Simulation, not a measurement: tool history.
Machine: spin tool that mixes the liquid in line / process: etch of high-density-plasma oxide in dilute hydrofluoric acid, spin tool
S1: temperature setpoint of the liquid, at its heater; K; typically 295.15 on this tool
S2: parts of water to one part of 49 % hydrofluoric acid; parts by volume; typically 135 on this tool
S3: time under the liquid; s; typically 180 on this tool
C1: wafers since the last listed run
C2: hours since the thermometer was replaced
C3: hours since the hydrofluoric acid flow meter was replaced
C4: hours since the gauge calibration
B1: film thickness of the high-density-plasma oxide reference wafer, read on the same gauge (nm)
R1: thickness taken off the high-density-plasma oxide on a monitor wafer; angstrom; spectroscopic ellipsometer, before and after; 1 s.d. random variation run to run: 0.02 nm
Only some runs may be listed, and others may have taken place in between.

run     day      S1   S2   S3   C1      C2     C3      C4     B1     R1
  1   0.000  295.15  135  180    0  1727.1  174.9  1634.3  70.01   53.6
  2   1.517  295.15  135  180  161  1763.5  211.3  1670.7  70.01   54.2
  3   3.642  295.15  135  180  226  1814.5  262.3  1721.7  70.01   53.6
  4   5.100  295.15  135  180  155  1849.5  297.3  1756.7  70.00   54.0
  5   6.979  295.15  135  180  200  1894.6  342.4  1801.8  70.01   54.2
  6   8.229  295.15  100  180  133  1924.6  372.4  1831.8  70.01   75.8
  7   9.283  298.65  135  180  112  1949.9  397.7  1857.1  70.01   62.0
      9.821  -- gauge calibrated
  8  12.212  295.15  135  180  312  2020.2  468.0    57.4  70.03   54.4
  9  13.462  295.15  135  180  133  2050.2  498.0    87.4  70.01   54.2
 10  14.992  295.15  135  180  162  2086.9  534.7   124.1  69.99   54.1
     17.462  -- hydrofluoric acid flow meter replaced
 11  21.200  298.15   75  180  657  2235.9   89.7   273.1  69.99  117.7
 12  23.975  295.15  135  255  295  2302.5  156.3   339.7  70.00   76.7
 13  26.254  293.15  135  180  242  2357.2  211.0   394.4  70.01   50.2
     27.288  -- thermometer replaced
 14  27.683  297.65   75  180  147     9.5  245.3   428.7  69.99  115.8
 15  30.346  297.65  165   75  283    73.4  309.2   492.6  70.00   19.6
 16  33.258  295.15  135  180  310   143.3  379.1   562.5  70.00   54.2
 17  34.450  293.65  115  180  126   171.9  407.7   591.1  69.98   61.3
 18  36.462  290.15  175  105  214   220.2  456.0   639.4  70.01   19.3
 19  39.221  291.15  185  235  293   286.4  522.2   705.6  70.00   41.7
 20  40.979  300.15  205  275  187   328.6  564.4   747.8  69.98   60.7

Run 21, settings as shown, results not yet in. Your forecast:
     42.200  -- hydrofluoric acid flow meter replaced
 21  48.104  297.65  65  145  754  499.6  141.7  918.8   ?   ?

{"run 21": {"B1": 70.01, "R1": 108.1}}
Had the tool carried no hidden state, the very same run would have given R1 108.1 angstrom.

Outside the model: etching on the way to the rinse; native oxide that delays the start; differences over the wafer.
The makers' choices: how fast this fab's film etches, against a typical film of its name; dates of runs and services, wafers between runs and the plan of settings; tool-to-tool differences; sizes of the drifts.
